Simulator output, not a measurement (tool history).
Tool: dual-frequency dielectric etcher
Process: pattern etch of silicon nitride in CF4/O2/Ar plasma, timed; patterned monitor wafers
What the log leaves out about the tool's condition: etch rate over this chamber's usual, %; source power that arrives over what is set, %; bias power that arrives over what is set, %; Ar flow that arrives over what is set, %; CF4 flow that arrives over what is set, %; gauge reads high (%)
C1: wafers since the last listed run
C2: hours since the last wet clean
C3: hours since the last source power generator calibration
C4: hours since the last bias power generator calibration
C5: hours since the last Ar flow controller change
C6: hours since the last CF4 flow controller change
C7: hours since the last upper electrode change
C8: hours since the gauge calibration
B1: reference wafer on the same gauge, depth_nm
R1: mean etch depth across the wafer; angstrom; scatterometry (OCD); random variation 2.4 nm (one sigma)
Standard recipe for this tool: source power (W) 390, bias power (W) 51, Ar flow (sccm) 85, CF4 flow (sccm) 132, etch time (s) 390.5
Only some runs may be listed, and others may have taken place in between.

Run 1, hour 0.0: usual settings; C1 0; C2 202.9; C3 3540.0; C4 2360.7; C5 2809.2; C6 3933.4; C7 2468.5; C8 762.1; B1 591.1. Result: R1 6398 angstrom.
Run 2, hour 76.8: usual settings but bias power (W) 59; C1 220; C2 279.7; C3 3616.8; C4 2437.5; C5 2886.0; C6 4010.2; C7 2545.3; C8 838.9; B1 591.1. Result: R1 6673 angstrom.
At hour 130.4: CF4 flow controller replaced.
Run 3, hour 131.4: usual settings; C1 139; C2 334.3; C3 3671.4; C4 2492.1; C5 2940.6; C6 1.0; C7 2599.9; C8 893.5; B1 591.2. Result: R1 6381 angstrom.
Run 4, hour 232.6: usual settings; C1 290; C2 435.5; C3 3772.6; C4 2593.3; C5 3041.8; C6 102.2; C7 2701.1; C8 994.7; B1 591.0. Result: R1 6391 angstrom.
Run 5, hour 292.4: usual settings; C1 171; C2 495.3; C3 3832.4; C4 2653.1; C5 3101.6; C6 162.0; C7 2760.9; C8 1054.5; B1 590.9. Result: R1 6446 angstrom.
At hour 328.0: wet clean of the chamber.
Run 6, hour 393.2: usual settings but bias power (W) 42, Ar flow (sccm) 94; C1 220; C2 65.2; C3 3933.2; C4 2753.9; C5 3202.4; C6 262.8; C7 2861.7; C8 1155.3; B1 590.9. Result: R1 6029 angstrom.
At hour 403.1: gauge calibrated.
At hour 454.3: upper electrode replaced.
Run 7, hour 455.6: usual settings but bias power (W) 42, Ar flow (sccm) 94; C1 110; C2 127.6; C3 3995.6; C4 2816.3; C5 3264.8; C6 325.2; C7 1.3; C8 52.5; B1 590.9. Result: R1 6029 angstrom.
Run 8, hour 510.5: usual settings; C1 157; C2 182.5; C3 4050.5; C4 2871.2; C5 3319.7; C6 380.1; C7 56.2; C8 107.4; B1 591.0. Result: R1 6437 angstrom.
At hour 594.3: bias power generator calibrated.
Run 9, hour 610.2: usual settings but Ar flow (sccm) 76; C1 274; C2 282.2; C3 4150.2; C4 15.9; C5 3419.4; C6 479.8; C7 155.9; C8 207.1; B1 591.0. Result: R1 6504 angstrom.
Run 10, hour 670.9: usual settings but source power (W) 470, Ar flow (sccm) 70, CF4 flow (sccm) 109; C1 174; C2 342.9; C3 4210.9; C4 76.6; C5 3480.1; C6 540.5; C7 216.6; C8 267.8; B1 590.9. Result: R1 7526 angstrom.
Run 11, hour 715.6: usual settings but etch time (s) 279.0; C1 128; C2 387.6; C3 4255.6; C4 121.3; C5 3524.8; C6 585.2; C7 261.3; C8 312.5; B1 590.8. Result: R1 4648 angstrom.
Run 12, hour 788.4: usual settings but source power (W) 450, CF4 flow (sccm) 154; C1 208; C2 460.4; C3 4328.4; C4 194.1; C5 3597.6; C6 658.0; C7 334.1; C8 385.3; B1 591.5. Result: R1 7404 angstrom.
At hour 859.7: wet clean of the chamber.
Run 13, hour 860.2: usual settings but source power (W) 430, bias power (W) 45, Ar flow (sccm) 106, etch time (s) 281.5; C1 137; C2 0.5; C3 4400.2; C4 265.9; C5 3669.4; C6 729.8; C7 405.9; C8 457.1; B1 590.9. Result: R1 4840 angstrom.
Run 14, hour 941.7: usual settings but source power (W) 350, Ar flow (sccm) 106; C1 233; C2 82.0; C3 4481.7; C4 347.4; C5 3750.9; C6 811.3; C7 487.4; C8 538.6; B1 590.9. Result: R1 5847 angstrom.
At hour 948.8: Ar flow controller replaced.
At hour 952.5: source power generator calibrated.
Run 15, hour 1005.5: usual settings but Ar flow (sccm) 64, CF4 flow (sccm) 122; C1 155; C2 145.8; C3 53.0; C4 411.2; C5 56.7; C6 875.1; C7 551.2; C8 602.4; B1 591.3. Result: R1 6248 angstrom.
Run 16, hour 1044.1: usual settings but bias power (W) 56, Ar flow (sccm) 100, CF4 flow (sccm) 114; C1 110; C2 184.4; C3 91.6; C4 449.8; C5 95.3; C6 913.7; C7 589.8; C8 641.0; B1 591.4. Result: R1 6178 angstrom.
Run 17, hour 1093.5: usual settings but source power (W) 450, CF4 flow (sccm) 101, etch time (s) 290.5; C1 141; C2 233.8; C3 141.0; C4 499.2; C5 144.7; C6 963.1; C7 639.2; C8 690.4; B1 591.3. Result: R1 5019 angstrom.
Run 18, hour 1185.8: usual settings but CF4 flow (sccm) 158; C1 264; C2 326.1; C3 233.3; C4 591.5; C5 237.0; C6 1055.4; C7 731.5; C8 782.7; B1 590.6. Result: R1 6325 angstrom.
Run 19, hour 1237.5: usual settings but source power (W) 460, bias power (W) 58, Ar flow (sccm) 79; C1 148; C2 377.8; C3 285.0; C4 643.2; C5 288.7; C6 1107.1; C7 783.2; C8 834.4; B1 590.6. Result: R1 7459 angstrom.
Run 20, hour 1328.6: usual settings; C1 261; C2 468.9; C3 376.1; C4 734.3; C5 379.8; C6 1198.2; C7 874.3; C8 925.5; B1 590.9. Result: R1 6198 angstrom.
At hour 1374.5: wet clean of the chamber.
Run 21, hour 1400.6: usual settings but source power (W) 480, Ar flow (sccm) 70, CF4 flow (sccm) 104, etch time (s) 339.5; C1 137; C2 26.1; C3 448.1; C4 806.3; C5 451.8; C6 1270.2; C7 946.3; C8 997.5; B1 591.0. Result: R1 6279 angstrom.

4 options for the next run, each taken on its own from the tool as it stands now. Forecast them:
Run A, hour 1401.1: usual settings but etch time (s) 328.5; C1 1; C2 26.6; C3 448.6; C4 806.8; C5 452.3; C6 1270.7; C7 946.8; C8 998.0; B1 ?. Result: R1 ?.
Run B, hour 1401.1: usual settings but bias power (W) 39; C1 1; C2 26.6; C3 448.6; C4 806.8; C5 452.3; C6 1270.7; C7 946.8; C8 998.0; B1 ?. Result: R1 ?.
Run C, hour 1401.1: usual settings but bias power (W) 60, Ar flow (sccm) 97, CF4 flow (sccm) 145, etch time (s) 454.5; C1 1; C2 26.6; C3 448.6; C4 806.8; C5 452.3; C6 1270.7; C7 946.8; C8 998.0; B1 ?. Result: R1 ?.
Run D, hour 1401.1: usual settings but bias power (W) 55; C1 1; C2 26.6; C3 448.6; C4 806.8; C5 452.3; C6 1270.7; C7 946.8; C8 998.0; B1 ?. Result: R1 ?.

run     B1    R1
  A  591.2  5194
  B  591.2  5722
  C  591.2  7565
  D  591.2  6316
Stripped of hidden state, with their random variation kept, the same runs would have yielded:
run    R1
  A  5164
  B  5689
  C  7521
  D  6280

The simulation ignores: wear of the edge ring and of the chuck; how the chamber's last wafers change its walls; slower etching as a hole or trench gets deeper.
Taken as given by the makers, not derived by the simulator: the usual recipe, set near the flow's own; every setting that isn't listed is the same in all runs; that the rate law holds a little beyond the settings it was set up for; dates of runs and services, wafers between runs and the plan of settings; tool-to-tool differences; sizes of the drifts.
